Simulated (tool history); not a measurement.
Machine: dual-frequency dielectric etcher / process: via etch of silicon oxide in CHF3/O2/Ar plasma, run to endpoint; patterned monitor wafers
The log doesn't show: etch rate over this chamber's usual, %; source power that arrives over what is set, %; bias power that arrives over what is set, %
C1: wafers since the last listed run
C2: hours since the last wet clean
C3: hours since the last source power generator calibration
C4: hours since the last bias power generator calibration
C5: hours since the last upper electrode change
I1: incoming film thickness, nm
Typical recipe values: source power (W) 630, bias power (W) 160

Run 1, day 0: usual settings but bias power (W) 138; C1 0; C2 89.7; C3 1217.8; C4 3254.2; C5 2199.9; I1 793.9. Result: endpoint time (s) 389.1.
Run 2, day 3.142: usual settings but bias power (W) 138; C1 308; C2 165.1; C3 1293.2; C4 3329.6; C5 2275.3; I1 794.5. Result: endpoint time (s) 385.6.
Run 3, day 7.304: usual settings but bias power (W) 172; C1 408; C2 265; C3 1393.1; C4 3429.5; C5 2375.2; I1 805.1. Result: endpoint time (s) 365.7.
Run 4, day 10.008: usual settings but bias power (W) 172; C1 265; C2 329.9; C3 1458; C4 3494.4; C5 2440.1; I1 796.9. Result: endpoint time (s) 358.9.
At day 12.604: wet clean of the chamber.
Run 5, day 12.625: usual settings but bias power (W) 172; C1 158; C2 0.5; C3 1520.8; C4 3557.2; C5 2502.9; I1 802. Result: endpoint time (s) 371.9.
Run 6, day 14.812: usual settings; C1 214; C2 53; C3 1573.3; C4 3609.7; C5 2555.4; I1 799.3. Result: endpoint time (s) 377.1.
Run 7, day 16.621: usual settings; C1 177; C2 96.4; C3 1616.7; C4 3653.1; C5 2598.8; I1 787.9. Result: endpoint time (s) 372.2.
Run 8, day 18.517: usual settings; C1 186; C2 141.9; C3 1662.2; C4 3698.6; C5 2644.3; I1 797.5. Result: endpoint time (s) 374.6.
Run 9, day 22.517: usual settings; C1 392; C2 237.9; C3 1758.2; C4 3794.6; C5 2740.3; I1 793.8. Result: endpoint time (s) 368.9.
At day 27.562: wet clean of the chamber.
Run 10, day 27.583: usual settings; C1 399; C2 0.5; C3 1879.8; C4 3916.2; C5 2861.9; I1 792.2. Result: endpoint time (s) 375.6.
Run 11, day 29.792: usual settings but source power (W) 540; C1 216; C2 53.5; C3 1932.8; C4 3969.2; C5 2914.9; I1 797.3. Result: endpoint time (s) 399.
At day 32.617: bias power generator calibrated.
Run 12, day 34.25: usual settings but bias power (W) 139; C1 421; C2 160.5; C3 2039.8; C4 39.2; C5 3021.9; I1 793.6. Result: endpoint time (s) 386.1.
At day 35.962: upper electrode replaced.
Run 13, day 37.425: usual settings but source power (W) 780, bias power (W) 142; C1 213; C2 236.7; C3 2116; C4 115.4; C5 35.1; I1 791.5. Result: endpoint time (s) 353.1.
Run 14, day 40.25: usual settings; C1 277; C2 304.5; C3 2183.8; C4 183.2; C5 102.9; I1 798.7. Result: endpoint time (s) 370.1.
Run 15, day 43.146: usual settings but source power (W) 680, bias power (W) 193; C1 284; C2 374; C3 2253.3; C4 252.7; C5 172.4; I1 795.9. Result: endpoint time (s) 339.9.
At day 45.912: source power generator calibrated.
At day 45.992: wet clean of the chamber.
Run 16, day 47.496: usual settings but source power (W) 710, bias power (W) 182; C1 402; C2 36.1; C3 38; C4 357.1; C5 276.8; I1 785.7. Result: endpoint time (s) 340.2.
Run 17, day 51.183: usual settings but source power (W) 670, bias power (W) 195; C1 361; C2 124.6; C3 126.5; C4 445.6; C5 365.3; I1 803.3. Result: endpoint time (s) 344.7.
Run 18, day 52.917: usual settings but source power (W) 710, bias power (W) 123; C1 170; C2 166.2; C3 168.1; C4 487.2; C5 406.9; I1 797.8. Result: endpoint time (s) 380.
Run 19, day 56.612: usual settings; C1 362; C2 254.9; C3 256.8; C4 575.9; C5 495.6; I1 793.1. Result: endpoint time (s) 366.6.
Run 20, day 58.375: usual settings but source power (W) 750, bias power (W) 123; C1 172; C2 297.2; C3 299.1; C4 618.2; C5 537.9; I1 798.2. Result: endpoint time (s) 368.8.
At day 62.812: wet clean of the chamber.
Run 21, day 62.833: usual settings; C1 339; C2 0.5; C3 406.1; C4 725.2; C5 644.9; I1 802.1. Result: endpoint time (s) 376.8.
Run 22, day 67.229: usual settings but bias power (W) 191; C1 431; C2 106; C3 511.6; C4 830.7; C5 750.4; I1 801.8. Result: endpoint time (s) 351.7.
Run 23, day 70.329: usual settings but bias power (W) 195; C1 304; C2 180.4; C3 586; C4 905.1; C5 824.8; I1 786.9. Result: endpoint time (s) 342.6.

What the log doesn't show, run by run:
bias power that arrives over what is set, %: 0, the same for each run
H1: etch rate over this chamber's usual, %
H2: source power that arrives over what is set, %
run     H1       H2
  1  0.883     -1.5
  2   1.44    -1.65
  3   2.19    -1.87
  4   2.67    -2.03
  5  0.117    -2.18
  6  0.508    -2.31
  7  0.831    -2.42
  8   1.17    -2.55
  9   1.88    -2.81
 10   0.31    -3.18
 11  0.704    -3.34
 12    1.5    -3.69
 13   2.07    -3.95
 14   2.57    -4.19
 15   3.09    -4.44
 16  0.108    0.193
 17  0.767    0.181
 18   1.08    0.171
 19   1.74    0.141
 20   2.05    0.121
 21  0.517   0.0598
 22    1.3  -0.0194
 23   1.86  -0.0862

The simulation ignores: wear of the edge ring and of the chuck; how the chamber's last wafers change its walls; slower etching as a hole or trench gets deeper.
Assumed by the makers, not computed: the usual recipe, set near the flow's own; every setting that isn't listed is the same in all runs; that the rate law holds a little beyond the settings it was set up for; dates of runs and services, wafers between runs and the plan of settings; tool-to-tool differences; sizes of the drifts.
